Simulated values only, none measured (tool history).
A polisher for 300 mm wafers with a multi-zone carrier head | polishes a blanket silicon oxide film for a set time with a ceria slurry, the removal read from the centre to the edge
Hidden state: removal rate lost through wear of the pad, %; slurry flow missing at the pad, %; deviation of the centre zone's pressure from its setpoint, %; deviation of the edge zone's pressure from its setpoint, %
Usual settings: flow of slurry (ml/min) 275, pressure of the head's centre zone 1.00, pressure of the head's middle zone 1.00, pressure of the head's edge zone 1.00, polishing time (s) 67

run,day,flow of slurry (ml/min),pressure of the head's centre zone,pressure of the head's middle zone,pressure of the head's edge zone,polishing time (s),wafers since the last listed run,wafers polished on this pad,hours since the slurry nozzle was cleaned,hours since the centre zone pressure was calibrated,hours since the edge zone pressure was calibrated,hours since the carrier head's membrane was replaced,"incoming thickness of the incoming film, nm",film removed at the wafer's centre (nm),film removed at mid-radius (nm),film removed at the wafer's edge (nm)
1,0.000,275,1.00,1.07,1.00,67,0,270,370.1,179.7,454.1,19.6,1349.5,367.5,379.4,364.6
2,0.508,275,1.00,1.07,1.00,67,106,377,382.3,191.9,466.3,31.8,1318.5,363.0,397.0,359.3
3,1.967,275,1.05,0.95,1.10,87,306,683,417.3,226.9,501.3,66.8,1362.7,495.8,463.6,490.6
4,2.758,315,1.00,1.10,0.97,78,166,849,436.3,245.9,520.3,85.8,1336.6,426.5,456.5,422.2
# day 2.883: slurry nozzle cleaned
5,3.479,275,1.00,1.00,1.00,67,142,992,14.3,263.2,537.6,103.1,1330.3,361.1,368.9,358.4
6,4.675,275,1.00,1.00,1.00,67,251,1243,43.0,291.9,566.3,131.8,1337.6,351.9,354.2,358.5
7,5.229,305,1.00,1.04,1.11,87,116,1359,56.3,305.2,579.6,145.1,1334.0,448.7,479.9,467.8
8,6.571,275,1.04,1.00,1.00,67,281,1641,88.5,337.4,611.8,177.3,1358.0,343.3,337.0,333.1
# day 7.604: worn pad replaced by a new one
9,7.729,350,1.00,1.00,0.90,67,208,26,116.3,365.2,639.6,205.1,1318.5,377.4,381.7,355.7
10,8.492,330,1.00,0.89,0.95,78,160,186,134.6,383.5,657.9,223.4,1341.6,430.9,414.0,424.8
11,9.138,275,1.00,1.00,1.00,61,135,321,150.1,399.0,673.4,238.9,1363.0,330.8,342.6,334.4
12,9.983,315,1.00,1.00,1.00,67,177,499,170.4,419.3,693.7,259.2,1331.0,372.2,382.2,367.2
13,11.138,275,1.00,1.00,1.00,73,242,741,198.1,447.0,721.4,286.9,1355.7,393.7,398.3,396.6
# day 11.729: edge zone pressure recalibrated
14,12.488,305,0.94,0.89,0.94,67,265,1007,230.5,479.4,18.2,319.3,1335.4,335.1,339.0,347.4
15,13.208,275,1.06,1.10,1.00,67,151,1158,247.8,496.7,35.5,336.6,1336.0,372.8,384.9,352.8
16,14.379,275,1.00,1.00,1.00,67,245,1404,275.9,524.8,63.6,364.7,1334.5,345.4,348.6,342.6
17,15.829,275,1.00,1.00,1.00,67,304,1708,310.7,559.6,98.4,399.5,1331.7,335.9,345.4,333.6
# day 16.438: worn pad replaced by a new one
18,16.517,275,1.00,0.89,1.00,67,109,16,327.2,576.1,114.9,416.0,1330.6,362.9,350.1,375.3
19,17.433,275,1.00,1.00,0.95,67,192,209,349.2,598.1,136.9,438.0,1337.8,366.9,366.2,355.0

The next listed run, before its measurement:
20,18.658,275,1.00,0.91,1.00,67,257,466,378.6,627.5,166.3,467.4,1341.4,?,?,?

film removed at the wafer's centre (nm): 366.0
film removed at mid-radius (nm): 357.6
film removed at the wafer's edge (nm): 366.1
Without the tool's hidden state the same run would have given film removed at the wafer's centre (nm) 372.3, film removed at mid-radius (nm) 363.8, film removed at the wafer's edge (nm) 372.4.
